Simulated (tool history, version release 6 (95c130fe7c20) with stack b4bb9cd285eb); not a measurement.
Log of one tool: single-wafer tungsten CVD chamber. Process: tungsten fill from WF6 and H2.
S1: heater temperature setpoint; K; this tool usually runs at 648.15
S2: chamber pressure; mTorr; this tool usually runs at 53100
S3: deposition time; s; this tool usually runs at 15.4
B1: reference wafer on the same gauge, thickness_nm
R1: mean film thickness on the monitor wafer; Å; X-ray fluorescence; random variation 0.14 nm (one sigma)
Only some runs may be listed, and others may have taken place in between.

{"run": 1, "hour": 0.0, "S1": 648.15, "S2": 61300, "S3": 15.4, "B1": 46.656, "R1": 448.89}
{"run": 2, "hour": 17.9, "S1": 648.15, "S2": 61300, "S3": 15.4, "B1": 46.594, "R1": 448.18}
{"run": 3, "hour": 31.0, "S1": 648.15, "S2": 46800, "S3": 15.4, "B1": 46.555, "R1": 409.68}
{"run": 4, "hour": 66.5, "S1": 648.15, "S2": 53100, "S3": 15.4, "B1": 46.602, "R1": 431.59}
{"run": 5, "hour": 74.5, "S1": 648.15, "S2": 53100, "S3": 15.4, "B1": 46.649, "R1": 429.58}
{"run": 6, "hour": 85.9, "S1": 648.15, "S2": 53100, "S3": 15.4, "B1": 46.567, "R1": 426.96}
{"run": 7, "hour": 97.8, "S1": 648.15, "S2": 53100, "S3": 15.4, "B1": 46.603, "R1": 432.16}
{"run": 8, "hour": 109.8, "S1": 648.15, "S2": 53100, "S3": 15.4, "B1": 46.564, "R1": 431.27}
{"run": 9, "hour": 123.6, "S1": 648.15, "S2": 53100, "S3": 15.4, "B1": 46.585, "R1": 429.63}
{"run": 10, "hour": 140.8, "S1": 648.15, "S2": 53100, "S3": 15.4, "B1": 46.68, "R1": 429.46}
{"hour": 142.9, "done": "gauge calibrated"}
{"run": 11, "hour": 148.4, "S1": 648.15, "S2": 53100, "S3": 15.4, "B1": 46.655, "R1": 432.46}
{"run": 12, "hour": 157.6, "S1": 648.15, "S2": 53100, "S3": 15.4, "B1": 46.572, "R1": 431.0}
{"hour": 179.5, "done": "capacitance manometer re-zeroed and calibrated"}
{"run": 13, "hour": 180.0, "S1": 648.15, "S2": 53100, "S3": 15.4, "B1": 46.651, "R1": 432.54}
{"hour": 188.1, "done": "showerhead replaced"}
{"run": 14, "hour": 188.4, "S1": 648.15, "S2": 53100, "S3": 15.4, "B1": 46.615, "R1": 430.57}
{"run": 15, "hour": 204.7, "S1": 648.15, "S2": 53100, "S3": 15.4, "B1": 46.582, "R1": 432.85}
{"run": 16, "hour": 212.3, "S1": 648.15, "S2": 53100, "S3": 15.4, "B1": 46.568, "R1": 433.43}
{"run": 17, "hour": 230.0, "S1": 656.15, "S2": 45300, "S3": 15.4, "B1": 46.586, "R1": 473.11}

Run 18 is up next; what results do you expect?
{"run": 18, "hour": 238.8, "S1": 648.15, "S2": 53100, "S3": 17.5, "B1": "?", "R1": "?"}

{"run 18": {"B1": 46.624, "R1": 488.26}}
If the tool had no hidden condition, the same run with the same run-to-run variation would have returned R1 449.52 Å.
